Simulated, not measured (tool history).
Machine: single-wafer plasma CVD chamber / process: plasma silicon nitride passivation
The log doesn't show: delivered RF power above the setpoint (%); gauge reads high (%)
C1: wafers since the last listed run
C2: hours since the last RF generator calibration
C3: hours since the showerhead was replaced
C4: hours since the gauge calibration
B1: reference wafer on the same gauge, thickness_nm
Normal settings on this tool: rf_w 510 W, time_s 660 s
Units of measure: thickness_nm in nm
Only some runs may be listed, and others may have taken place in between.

{"run": 1, "hour": 0.0, "rf_w": 510, "time_s": 660, "C1": 0, "C2": 2041.4, "C3": 5658.2, "C4": 281.5, "B1": 989.071, "thickness_nm": 1015.396}
{"run": 2, "hour": 34.3, "rf_w": 510, "time_s": 660, "C1": 120, "C2": 2075.7, "C3": 5692.5, "C4": 315.8, "B1": 990.338, "thickness_nm": 1017.57}
{"run": 3, "hour": 67.1, "rf_w": 510, "time_s": 660, "C1": 115, "C2": 2108.5, "C3": 5725.3, "C4": 348.6, "B1": 988.762, "thickness_nm": 1012.079}
{"run": 4, "hour": 205.8, "rf_w": 510, "time_s": 660, "C1": 488, "C2": 2247.2, "C3": 5864.0, "C4": 487.3, "B1": 990.64, "thickness_nm": 1009.539}
{"hour": 375.0, "done": "RF generator calibrated"}
{"run": 5, "hour": 406.5, "rf_w": 510, "time_s": 660, "C1": 678, "C2": 31.5, "C3": 6064.7, "C4": 688.0, "B1": 990.186, "thickness_nm": 1044.173}
{"run": 6, "hour": 466.6, "rf_w": 510, "time_s": 660, "C1": 211, "C2": 91.6, "C3": 6124.8, "C4": 748.1, "B1": 990.38, "thickness_nm": 1035.708}
{"run": 7, "hour": 493.9, "rf_w": 510, "time_s": 660, "C1": 96, "C2": 118.9, "C3": 6152.1, "C4": 775.4, "B1": 989.217, "thickness_nm": 1037.738}
{"run": 8, "hour": 524.4, "rf_w": 510, "time_s": 660, "C1": 107, "C2": 149.4, "C3": 6182.6, "C4": 805.9, "B1": 990.978, "thickness_nm": 1036.744}
{"hour": 659.6, "done": "gauge calibrated"}
{"run": 9, "hour": 663.6, "rf_w": 465, "time_s": 599, "C1": 490, "C2": 288.6, "C3": 6321.8, "C4": 4.0, "B1": 990.645, "thickness_nm": 915.941}
{"hour": 703.4, "done": "showerhead replaced"}
{"run": 10, "hour": 703.9, "rf_w": 510, "time_s": 660, "C1": 113, "C2": 328.9, "C3": 0.5, "C4": 44.3, "B1": 989.606, "thickness_nm": 1038.867}
{"run": 11, "hour": 750.3, "rf_w": 455, "time_s": 620, "C1": 163, "C2": 375.3, "C3": 46.9, "C4": 90.7, "B1": 990.082, "thickness_nm": 935.08}
{"run": 12, "hour": 800.2, "rf_w": 535, "time_s": 694, "C1": 175, "C2": 425.2, "C3": 96.8, "C4": 140.6, "B1": 989.716, "thickness_nm": 1106.923}
{"run": 13, "hour": 846.9, "rf_w": 565, "time_s": 720, "C1": 164, "C2": 471.9, "C3": 143.5, "C4": 187.3, "B1": 989.466, "thickness_nm": 1167.488}
{"run": 14, "hour": 895.2, "rf_w": 425, "time_s": 791, "C1": 170, "C2": 520.2, "C3": 191.8, "C4": 235.6, "B1": 990.877, "thickness_nm": 1165.095}
{"run": 15, "hour": 924.6, "rf_w": 510, "time_s": 660, "C1": 103, "C2": 549.6, "C3": 221.2, "C4": 265.0, "B1": 990.492, "thickness_nm": 1031.562}
{"run": 16, "hour": 983.8, "rf_w": 510, "time_s": 660, "C1": 208, "C2": 608.8, "C3": 280.4, "C4": 324.2, "B1": 989.217, "thickness_nm": 1036.796}
{"run": 17, "hour": 1024.9, "rf_w": 595, "time_s": 598, "C1": 144, "C2": 649.9, "C3": 321.5, "C4": 365.3, "B1": 988.951, "thickness_nm": 984.678}

Below are 5 alternative next runs, each starting from the tool's condition after run 17. Predict each:
{"run": "A", "hour": 1025.5, "rf_w": 510, "time_s": 660, "C1": 2, "C2": 650.5, "C3": 322.1, "C4": 365.9, "B1": "?", "thickness_nm": "?"}
{"run": "B", "hour": 1025.5, "rf_w": 425, "time_s": 602, "C1": 2, "C2": 650.5, "C3": 322.1, "C4": 365.9, "B1": "?", "thickness_nm": "?"}
{"run": "C", "hour": 1025.5, "rf_w": 455, "time_s": 606, "C1": 2, "C2": 650.5, "C3": 322.1, "C4": 365.9, "B1": "?", "thickness_nm": "?"}
{"run": "D", "hour": 1025.5, "rf_w": 565, "time_s": 766, "C1": 2, "C2": 650.5, "C3": 322.1, "C4": 365.9, "B1": "?", "thickness_nm": "?"}
{"run": "E", "hour": 1025.5, "rf_w": 475, "time_s": 621, "C1": 2, "C2": 650.5, "C3": 322.1, "C4": 365.9, "B1": "?", "thickness_nm": "?"}

run=A B1=990.201 thickness_nm=1031.194
run=B B1=990.201 thickness_nm=886.770
run=C B1=990.201 thickness_nm=912.641
run=D B1=990.201 thickness_nm=1236.656
run=E B1=990.201 thickness_nm=948.320
Had the tool no hidden state, the same runs would have come out as:
run=A thickness_nm=1038.495
run=B thickness_nm=893.049
run=C thickness_nm=919.103
run=D thickness_nm=1245.412
run=E thickness_nm=955.034

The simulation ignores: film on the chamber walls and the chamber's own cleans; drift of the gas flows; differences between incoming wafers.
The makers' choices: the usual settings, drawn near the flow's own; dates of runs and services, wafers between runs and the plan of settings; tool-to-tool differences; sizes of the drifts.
